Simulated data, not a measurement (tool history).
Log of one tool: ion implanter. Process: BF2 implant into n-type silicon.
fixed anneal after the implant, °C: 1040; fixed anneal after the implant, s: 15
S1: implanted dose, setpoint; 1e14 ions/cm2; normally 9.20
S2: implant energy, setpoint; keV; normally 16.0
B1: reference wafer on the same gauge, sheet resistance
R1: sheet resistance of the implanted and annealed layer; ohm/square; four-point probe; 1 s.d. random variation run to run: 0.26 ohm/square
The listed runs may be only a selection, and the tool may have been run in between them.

{"run": 1, "hour": 0.0, "S1": 9.2, "S2": 16.0, "B1": 149.16, "R1": 171.32}
{"run": 2, "hour": 31.3, "S1": 9.2, "S2": 16.0, "B1": 148.98, "R1": 171.14}
{"run": 3, "hour": 48.2, "S1": 9.2, "S2": 16.0, "B1": 148.95, "R1": 171.39}
{"run": 4, "hour": 76.0, "S1": 9.2, "S2": 16.0, "B1": 149.01, "R1": 170.68}
{"run": 5, "hour": 94.6, "S1": 9.2, "S2": 16.0, "B1": 149.01, "R1": 171.47}
{"run": 6, "hour": 129.6, "S1": 10.62, "S2": 16.0, "B1": 149.03, "R1": 160.63}
{"run": 7, "hour": 145.7, "S1": 10.62, "S2": 16.0, "B1": 149.01, "R1": 160.59}
{"run": 8, "hour": 161.2, "S1": 9.2, "S2": 17.5, "B1": 149.05, "R1": 167.08}
{"run": 9, "hour": 178.2, "S1": 9.2, "S2": 16.0, "B1": 148.97, "R1": 171.59}
{"run": 10, "hour": 193.2, "S1": 9.2, "S2": 16.0, "B1": 149.0, "R1": 171.13}
{"hour": 207.8, "done": "extraction supply calibrated"}
{"run": 11, "hour": 243.6, "S1": 9.2, "S2": 16.0, "B1": 148.92, "R1": 171.04}
{"run": 12, "hour": 279.4, "S1": 9.2, "S2": 16.0, "B1": 148.96, "R1": 171.48}
{"run": 13, "hour": 300.4, "S1": 9.2, "S2": 16.0, "B1": 149.02, "R1": 171.19}
{"run": 14, "hour": 334.7, "S1": 9.2, "S2": 16.0, "B1": 149.01, "R1": 171.29}
{"run": 15, "hour": 364.6, "S1": 9.2, "S2": 16.0, "B1": 148.92, "R1": 170.99}
{"run": 16, "hour": 377.7, "S1": 9.2, "S2": 19.0, "B1": 148.94, "R1": 163.16}
{"hour": 386.3, "done": "Faraday cup replaced and dose calibrated"}
{"run": 17, "hour": 409.5, "S1": 10.11, "S2": 16.0, "B1": 149.0, "R1": 165.76}
{"run": 18, "hour": 422.6, "S1": 10.1, "S2": 16.0, "B1": 148.97, "R1": 165.57}
{"run": 19, "hour": 441.8, "S1": 10.59, "S2": 12.5, "B1": 149.06, "R1": 173.62}
{"run": 20, "hour": 470.6, "S1": 10.76, "S2": 19.0, "B1": 148.92, "R1": 153.41}
{"run": 21, "hour": 501.4, "S1": 9.2, "S2": 20.5, "B1": 149.07, "R1": 161.36}
{"run": 22, "hour": 533.6, "S1": 9.2, "S2": 16.0, "B1": 149.0, "R1": 172.67}
{"run": 23, "hour": 561.4, "S1": 9.2, "S2": 16.0, "B1": 148.95, "R1": 172.35}
{"run": 24, "hour": 591.3, "S1": 9.2, "S2": 19.5, "B1": 149.0, "R1": 163.12}
{"hour": 593.9, "done": "gauge calibrated"}
{"run": 25, "hour": 614.5, "S1": 11.69, "S2": 17.5, "B1": 148.98, "R1": 151.1}
{"run": 26, "hour": 647.6, "S1": 6.79, "S2": 20.5, "B1": 148.94, "R1": 194.29}
{"run": 27, "hour": 677.9, "S1": 10.05, "S2": 20.0, "B1": 149.01, "R1": 155.24}
{"run": 28, "hour": 700.3, "S1": 9.2, "S2": 16.0, "B1": 148.92, "R1": 172.07}
{"run": 29, "hour": 724.9, "S1": 6.63, "S2": 11.5, "B1": 149.1, "R1": 226.7}
{"run": 30, "hour": 744.0, "S1": 11.87, "S2": 16.0, "B1": 148.96, "R1": 154.65}
{"run": 31, "hour": 775.1, "S1": 6.8, "S2": 19.5, "B1": 148.97, "R1": 195.47}
{"run": 32, "hour": 809.9, "S1": 7.52, "S2": 21.0, "B1": 149.06, "R1": 179.92}
{"run": 33, "hour": 845.9, "S1": 6.67, "S2": 14.0, "B1": 148.96, "R1": 213.5}
{"run": 34, "hour": 868.4, "S1": 11.22, "S2": 20.0, "B1": 149.01, "R1": 147.15}
{"run": 35, "hour": 895.5, "S1": 11.78, "S2": 20.5, "B1": 149.02, "R1": 142.88}
{"run": 36, "hour": 907.5, "S1": 11.17, "S2": 11.0, "B1": 149.09, "R1": 174.66}

Measured less the same run without the tool's hidden state. The same run-to-run variation is in both; the gauge's scatter may not be:
Hidden conditions of the tool in this case: deviation of the true dose from the Faraday cup's reading, %; deviation of the true energy from its setpoint, %; gauge reads high (%).
run=1 R1=-2.36
run=2 R1=-2.38
run=3 R1=-2.39
run=4 R1=-2.39
run=5 R1=-2.41
run=6 R1=-1.89
run=7 R1=-1.89
run=8 R1=-2.42
run=9 R1=-2.44
run=10 R1=-2.43
run=11 R1=-2.45
run=12 R1=-2.47
run=13 R1=-2.47
run=14 R1=-2.48
run=15 R1=-2.48
run=16 R1=-2.49
run=17 R1=-0.36
run=18 R1=-0.42
run=19 R1=-0.49
run=20 R1=-0.57
run=21 R1=-0.91
run=22 R1=-1.05
run=23 R1=-1.16
run=24 R1=-1.28
run=25 R1=-0.86
run=26 R1=-2.29
run=27 R1=-1.36
run=28 R1=-1.62
run=29 R1=-2.79
run=30 R1=-1.08
run=31 R1=-2.81
run=32 R1=-2.59
run=33 R1=-3.11
run=34 R1=-1.42
run=35 R1=-1.31
run=36 R1=-1.62
